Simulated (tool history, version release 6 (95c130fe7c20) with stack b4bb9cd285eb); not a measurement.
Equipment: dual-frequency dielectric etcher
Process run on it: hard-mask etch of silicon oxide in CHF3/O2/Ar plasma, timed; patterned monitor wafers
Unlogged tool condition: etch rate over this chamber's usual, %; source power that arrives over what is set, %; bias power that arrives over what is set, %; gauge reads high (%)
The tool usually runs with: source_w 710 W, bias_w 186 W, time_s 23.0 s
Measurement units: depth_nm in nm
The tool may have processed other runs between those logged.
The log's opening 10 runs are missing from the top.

run    hour  source_w  bias_w  time_s  wafers since the last listed run  hours since the last wet clean  hours since the last source power generator calibration  hours since the last bias power generator calibration  hours since the last upper electrode change  hours since the gauge calibration  read-back reference wafer on the same gauge, depth_nm  depth_nm
 11   465.6       710     186    23.0                               817                           294.8                                                    333.8                                                 4059.7                                       3713.7                             1547.5                                                  51.77     54.28
 12   503.5       540     200    20.0                               653                           332.7                                                    371.7                                                 4097.6                                       3751.6                             1585.4                                                  51.87     44.11
      541.9  -- wet clean of the chamber
 13   542.4       600     150    23.0                               256                             0.5                                                    410.6                                                 4136.5                                       3790.5                             1624.3                                                  51.79     51.05
 14   562.1       710     186    27.5                               339                            20.2                                                    430.3                                                 4156.2                                       3810.2                             1644.0                                                  51.89     65.97
      576.9  -- gauge calibrated
 15   621.9       660     140    23.0                              1030                            80.0                                                    490.1                                                 4216.0                                       3870.0                               45.0                                                  51.74     50.68
 16   663.7       810     186    25.5                               720                           121.8                                                    531.9                                                 4257.8                                       3911.8                               86.8                                                  51.80     62.43
      706.0  -- upper electrode replaced, of another model than before
 17   706.5       540     200    20.0                               324                           164.6                                                    574.7                                                 4300.6                                          0.5                              129.6                                                  51.82     45.96
 18   764.5       540     200    20.0                               999                           222.6                                                    632.7                                                 4358.6                                         58.5                              187.6                                                  51.81     45.82
 19   797.2       800     186    23.0                               563                           255.3                                                    665.4                                                 4391.3                                         91.2                              220.3                                                  51.80     54.78
      816.5  -- bias power generator calibrated
 20   840.6       760     206    19.0                               679                           298.7                                                    708.8                                                   24.1                                        134.6                              263.7                                                  51.80     45.82
 21   884.7       710     163    26.5                               760                           342.8                                                    752.9                                                   68.2                                        178.7                              307.8                                                  51.83     58.08
      931.7  -- wet clean of the chamber
 22   932.2       590     227    25.5                               405                             0.5                                                    800.4                                                  115.7                                        226.2                              355.3                                                  51.84     63.91
 23   978.6       860     186    26.0                               799                            46.9                                                    846.8                                                  162.1                                        272.6                              401.7                                                  51.84     64.27
 24  1086.1       550     166    18.0                              1853                           154.4                                                    954.3                                                  269.6                                        380.1                              509.2                                                  51.84     39.35
 25  1113.8       880     159    18.5                               477                           182.1                                                    982.0                                                  297.3                                        407.8                              536.9                                                  51.73     43.10
 26  1142.9       710     160    23.0                               501                           211.2                                                   1011.1                                                  326.4                                        436.9                              566.0                                                  51.82     51.16
 27  1189.8       570     186    23.0                               808                           258.1                                                   1058.0                                                  373.3                                        483.8                              612.9                                                  51.82     51.72
     1280.4  -- wet clean of the chamber
 28  1364.6       560     204    20.5                              2599                            84.2                                                   1232.8                                                  548.1                                        658.6                              787.7                                                  51.77     48.15
 29  1421.7       710     186    23.0                               984                           141.3                                                   1289.9                                                  605.2                                        715.7                              844.8                                                  51.76     53.91
 30  1482.9       710     174    26.0                              1054                           202.5                                                   1351.1                                                  666.4                                        776.9                              906.0                                                  51.82     59.25

Each row is a separate what-if for the run after 30, all from the same tool condition, not one after another. Results?
  A  1483.3       710     186    23.0                                 6                           202.9                                                   1351.5                                                  666.8                                        777.3                              906.4                                                      ?         ?
  B  1483.3       890     160    16.5                                 6                           202.9                                                   1351.5                                                  666.8                                        777.3                              906.4                                                      ?         ?
  C  1483.3       540     186    27.5                                 6                           202.9                                                   1351.5                                                  666.8                                        777.3                              906.4                                                      ?         ?

run  read-back reference wafer on the same gauge, depth_nm  depth_nm
  A                                                  51.81     53.84
  B                                                  51.81     38.38
  C                                                  51.81     61.87
What these runs would have given with no unlogged condition in the tool:
run  depth_nm
  A     55.80
  B     39.77
  C     64.11
